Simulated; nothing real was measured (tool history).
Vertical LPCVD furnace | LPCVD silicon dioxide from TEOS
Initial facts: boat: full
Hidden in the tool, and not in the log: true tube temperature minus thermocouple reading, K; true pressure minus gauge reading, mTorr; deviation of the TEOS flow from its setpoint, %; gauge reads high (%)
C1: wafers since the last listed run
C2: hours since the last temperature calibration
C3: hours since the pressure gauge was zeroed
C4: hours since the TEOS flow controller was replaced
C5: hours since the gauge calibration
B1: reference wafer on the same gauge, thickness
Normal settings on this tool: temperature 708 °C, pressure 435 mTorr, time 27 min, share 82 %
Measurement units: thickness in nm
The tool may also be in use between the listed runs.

{"run": 1, "day": 0.0, "temperature": 708, "pressure": 435, "time": 27, "share": 82, "C1": 0, "C2": 1066.7, "C3": 3381.4, "C4": 1864.3, "C5": 610, "B1": 303, "thickness": 297.46}
{"run": 2, "day": 1.642, "temperature": 708, "pressure": 435, "time": 27, "share": 82, "C1": 307, "C2": 1106.1, "C3": 3420.8, "C4": 1903.7, "C5": 649.4, "B1": 302.85, "thickness": 298.08}
{"run": 3, "day": 2.825, "temperature": 708, "pressure": 435, "time": 27, "share": 82, "C1": 221, "C2": 1134.5, "C3": 3449.2, "C4": 1932.1, "C5": 677.8, "B1": 302.85, "thickness": 298.2}
{"run": 4, "day": 4.683, "temperature": 708, "pressure": 435, "time": 20.5, "share": 82, "C1": 348, "C2": 1179.1, "C3": 3493.8, "C4": 1976.7, "C5": 722.4, "B1": 302.98, "thickness": 226.44}
{"run": 5, "day": 7.446, "temperature": 708, "pressure": 435, "time": 20.5, "share": 82, "C1": 518, "C2": 1245.4, "C3": 3560.1, "C4": 2043, "C5": 788.7, "B1": 303, "thickness": 227.48}
{"run": 6, "day": 8.467, "temperature": 708, "pressure": 435, "time": 27, "share": 82, "C1": 191, "C2": 1269.9, "C3": 3584.6, "C4": 2067.5, "C5": 813.2, "B1": 302.91, "thickness": 298.82}
{"run": 7, "day": 10.846, "temperature": 708, "pressure": 435, "time": 27, "share": 82, "C1": 446, "C2": 1327, "C3": 3641.7, "C4": 2124.6, "C5": 870.3, "B1": 303.1, "thickness": 299.27}
{"run": 8, "day": 13.242, "temperature": 708, "pressure": 435, "time": 27, "share": 82, "C1": 449, "C2": 1384.5, "C3": 3699.2, "C4": 2182.1, "C5": 927.8, "B1": 302.7, "thickness": 300.82}
{"run": 9, "day": 14.383, "temperature": 704, "pressure": 435, "time": 20.5, "share": 82, "C1": 214, "C2": 1411.9, "C3": 3726.6, "C4": 2209.5, "C5": 955.2, "B1": 302.84, "thickness": 207.17}
{"run": 10, "day": 16.146, "temperature": 704, "pressure": 435, "time": 20.5, "share": 82, "C1": 330, "C2": 1454.2, "C3": 3768.9, "C4": 2251.8, "C5": 997.5, "B1": 302.96, "thickness": 207.27}
{"run": 11, "day": 18.679, "temperature": 704, "pressure": 435, "time": 20.5, "share": 82, "C1": 475, "C2": 1515, "C3": 3829.7, "C4": 2312.6, "C5": 1058.3, "B1": 302.9, "thickness": 207.63}
{"run": 12, "day": 20.642, "temperature": 708, "pressure": 495, "time": 27, "share": 82, "C1": 368, "C2": 1562.1, "C3": 3876.8, "C4": 2359.7, "C5": 1105.4, "B1": 303.05, "thickness": 321.33}
{"day": 20.767, "done": "gauge calibrated"}
{"run": 13, "day": 23.067, "temperature": 708, "pressure": 495, "time": 27, "share": 82, "C1": 454, "C2": 1620.3, "C3": 3935, "C4": 2417.9, "C5": 55.2, "B1": 303.01, "thickness": 320.47}
{"run": 14, "day": 25.746, "temperature": 697, "pressure": 335, "time": 27, "share": 82, "C1": 502, "C2": 1684.6, "C3": 3999.3, "C4": 2482.2, "C5": 119.5, "B1": 303.02, "thickness": 205.77}
{"run": 15, "day": 28.483, "temperature": 708, "pressure": 435, "time": 27, "share": 82, "C1": 513, "C2": 1750.3, "C3": 4065, "C4": 2547.9, "C5": 185.2, "B1": 303.24, "thickness": 301.21}
{"day": 30.488, "done": "thermocouples replaced and temperature profile calibrated"}
{"run": 16, "day": 30.508, "temperature": 708, "pressure": 375, "time": 27, "share": 74, "C1": 192, "C2": 0.5, "C3": 4113.6, "C4": 2596.5, "C5": 233.8, "B1": 303.05, "thickness": 257.39}
{"day": 32.021, "done": "pressure gauge zeroed"}
{"run": 17, "day": 32.042, "temperature": 715, "pressure": 500, "time": 19.5, "share": 71, "C1": 100, "C2": 37.3, "C3": 0.5, "C4": 2633.3, "C5": 270.6, "B1": 302.84, "thickness": 246.48}
{"day": 34.279, "done": "TEOS flow controller replaced"}
{"run": 18, "day": 34.3, "temperature": 712, "pressure": 435, "time": 27, "share": 88, "C1": 235, "C2": 91.5, "C3": 54.7, "C4": 0.5, "C5": 324.8, "B1": 303.06, "thickness": 330.74}
{"run": 19, "day": 35.854, "temperature": 702, "pressure": 370, "time": 31.5, "share": 67, "C1": 291, "C2": 128.8, "C3": 92, "C4": 37.8, "C5": 362.1, "B1": 303.13, "thickness": 248.21}
{"run": 20, "day": 38.538, "temperature": 720, "pressure": 435, "time": 18.5, "share": 91, "C1": 503, "C2": 193.2, "C3": 156.4, "C4": 102.2, "C5": 426.5, "B1": 302.99, "thickness": 276.57}
{"run": 21, "day": 39.775, "temperature": 700, "pressure": 510, "time": 19.5, "share": 74, "C1": 232, "C2": 222.9, "C3": 186.1, "C4": 131.9, "C5": 456.2, "B1": 303.16, "thickness": 181.13}
{"run": 22, "day": 42.583, "temperature": 696, "pressure": 435, "time": 27, "share": 82, "C1": 526, "C2": 290.3, "C3": 253.5, "C4": 199.3, "C5": 523.6, "B1": 303.15, "thickness": 221.47}
{"run": 23, "day": 44.854, "temperature": 708, "pressure": 435, "time": 27, "share": 82, "C1": 425, "C2": 344.8, "C3": 308, "C4": 253.8, "C5": 578.1, "B1": 303.02, "thickness": 292.86}
{"run": 24, "day": 47.396, "temperature": 711, "pressure": 465, "time": 27, "share": 72, "C1": 476, "C2": 405.8, "C3": 369, "C4": 314.8, "C5": 639.1, "B1": 303.02, "thickness": 304.39}
{"run": 25, "day": 48.529, "temperature": 719, "pressure": 545, "time": 32, "share": 66, "C1": 212, "C2": 433, "C3": 396.2, "C4": 342, "C5": 666.3, "B1": 302.86, "thickness": 448.31}
{"run": 26, "day": 49.738, "temperature": 708, "pressure": 435, "time": 27, "share": 82, "C1": 226, "C2": 462, "C3": 425.2, "C4": 371, "C5": 695.3, "B1": 302.94, "thickness": 293.28}
{"run": 27, "day": 51.562, "temperature": 708, "pressure": 435, "time": 27, "share": 82, "C1": 342, "C2": 505.8, "C3": 469, "C4": 414.8, "C5": 739.1, "B1": 303.09, "thickness": 293.88}

Hidden state at the last listed run before each entry between runs and at the first one after, where it differs:
From run 12 to run 13: gauge calibrated (day 20.767)
  true tube temperature minus thermocouple reading, K: 1.38 -> 1.43
  measured result minus the result with no hidden state, thickness: +9.97 -> +10.3 nm
From run 15 to run 16: thermocouples replaced and temperature profile calibrated (day 30.488)
  true tube temperature minus thermocouple reading, K: 1.54 -> 0.00568
  measured result minus the result with no hidden state, thickness: +10.43 -> +0.04 nm
From run 16 to run 17: pressure gauge zeroed (day 32.021)
  true tube temperature minus thermocouple reading, K: 0.00568 -> 0.0379
  measured result minus the result with no hidden state, thickness: +0.04 -> +0.21 nm
From run 17 to run 18: TEOS flow controller replaced (day 34.279)
  true tube temperature minus thermocouple reading, K: 0.0379 -> 0.0853
  measured result minus the result with no hidden state, thickness: +0.21 -> +0.64 nm
